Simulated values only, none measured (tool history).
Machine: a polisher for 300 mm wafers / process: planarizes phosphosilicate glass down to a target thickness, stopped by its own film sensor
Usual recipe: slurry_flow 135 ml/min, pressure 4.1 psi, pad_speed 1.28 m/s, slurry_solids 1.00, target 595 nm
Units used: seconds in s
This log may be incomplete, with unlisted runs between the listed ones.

run,hour,slurry_flow,pressure,pad_speed,slurry_solids,target,wafers since the last listed run,wafers polished on this pad,hours since the slurry nozzle was cleaned,hours since the head pressure was calibrated,hours since the slurry blender was calibrated,hours since the conditioning disc was replaced,"incoming thickness of the incoming film, nm",seconds
1,0.0,135,4.1,1.28,1.00,595,0,723,243.1,1103.9,164.6,364.7,1297.1,43.3
2,17.2,135,4.1,1.28,1.00,595,163,886,260.3,1121.1,181.8,381.9,1321.4,45.7
3,39.2,135,4.1,1.28,0.90,595,208,1095,282.3,1143.1,203.8,403.9,1304.0,47.7
4,74.0,135,4.1,1.28,0.90,595,329,1425,317.1,1177.9,238.6,438.7,1280.2,45.5
# hour 93.9: slurry nozzle cleaned
# hour 101.6: slurry blender recalibrated
# hour 105.2: worn pad replaced by a new one
5,108.4,135,4.1,1.28,0.90,595,263,30,14.5,1212.3,6.8,473.1,1301.1,49.8
6,125.9,155,4.1,1.28,1.00,595,165,196,32.0,1229.8,24.3,490.6,1293.5,45.4
# hour 134.8: head pressure recalibrated
7,153.2,135,3.3,1.28,1.20,595,239,436,59.3,18.4,51.6,517.9,1309.2,49.3
8,177.5,135,3.3,1.28,1.20,595,230,667,83.6,42.7,75.9,542.2,1284.8,46.6
9,191.0,135,4.1,1.28,1.10,595,128,795,97.1,56.2,89.4,555.7,1288.4,42.5
10,211.0,120,3.1,1.28,1.00,450,189,984,117.1,76.2,109.4,575.7,1313.9,69.1
# hour 228.5: conditioning disc replaced and pad reconditioned
11,233.3,135,4.1,1.28,1.00,357,192,1177,139.4,98.5,131.7,4.8,1321.3,58.4
# hour 249.9: worn pad replaced by a new one
12,250.4,135,3.3,1.28,1.20,595,124,5,156.5,115.6,148.8,21.9,1292.7,43.6
13,269.2,160,4.1,1.06,0.80,479,178,183,175.3,134.4,167.6,40.7,1310.5,68.4
14,302.4,175,5.3,1.28,1.00,493,314,498,208.5,167.6,200.8,73.9,1273.2,38.0
15,332.6,120,3.5,1.28,0.70,364,286,784,238.7,197.8,231.0,104.1,1289.4,83.4
16,356.3,135,4.1,1.28,0.70,522,224,1009,262.4,221.5,254.7,127.8,1293.5,63.6
# hour 361.5: slurry blender recalibrated
17,371.9,135,3.5,1.28,0.90,470,128,1138,278.0,237.1,10.4,143.4,1299.6,59.8
# hour 386.7: worn pad replaced by a new one
18,389.6,135,4.1,1.28,1.00,595,129,27,295.7,254.8,28.1,161.1,1288.6,43.8
19,407.3,135,4.1,1.64,1.00,595,167,195,313.4,272.5,45.8,178.8,1304.1,35.2
20,434.7,135,3.3,1.28,1.20,595,259,455,340.8,299.9,73.2,206.2,1287.6,42.6
# hour 446.5: slurry nozzle cleaned
21,461.2,135,4.1,1.28,0.90,595,241,697,14.7,326.4,99.7,232.7,1317.3,47.1
22,494.0,160,4.1,1.28,1.00,595,310,1008,47.5,359.2,132.5,265.5,1295.1,41.6
23,516.9,125,3.0,1.28,1.30,724,217,1225,70.4,382.1,155.4,288.4,1309.9,40.7
# hour 521.5: worn pad replaced by a new one
24,537.5,135,3.3,1.28,1.00,433,157,151,91.0,402.7,176.0,309.0,1300.7,62.6
25,569.1,135,4.1,1.46,1.00,595,299,451,122.6,434.3,207.6,340.6,1294.0,40.3
26,589.1,135,4.1,0.86,1.00,595,189,640,142.6,454.3,227.6,360.6,1289.7,59.3

3 ways to go on from here, each from the tool as it stands after run 26. What would each give?
A,589.5,135,4.1,1.44,1.00,595,3,644,143.0,454.7,228.0,361.0,1315.9,?
B,589.5,90,4.1,1.28,0.75,595,3,644,143.0,454.7,228.0,361.0,1315.9,?
C,589.5,135,3.3,1.28,1.00,663,3,644,143.0,454.7,228.0,361.0,1315.9,?

run,seconds
A,40.8
B,59.4
C,46.9
The same runs, with their run-to-run variation unchanged, on a tool lacking any hidden condition would have given:
run,seconds
A,38.7
B,56.6
C,45.0
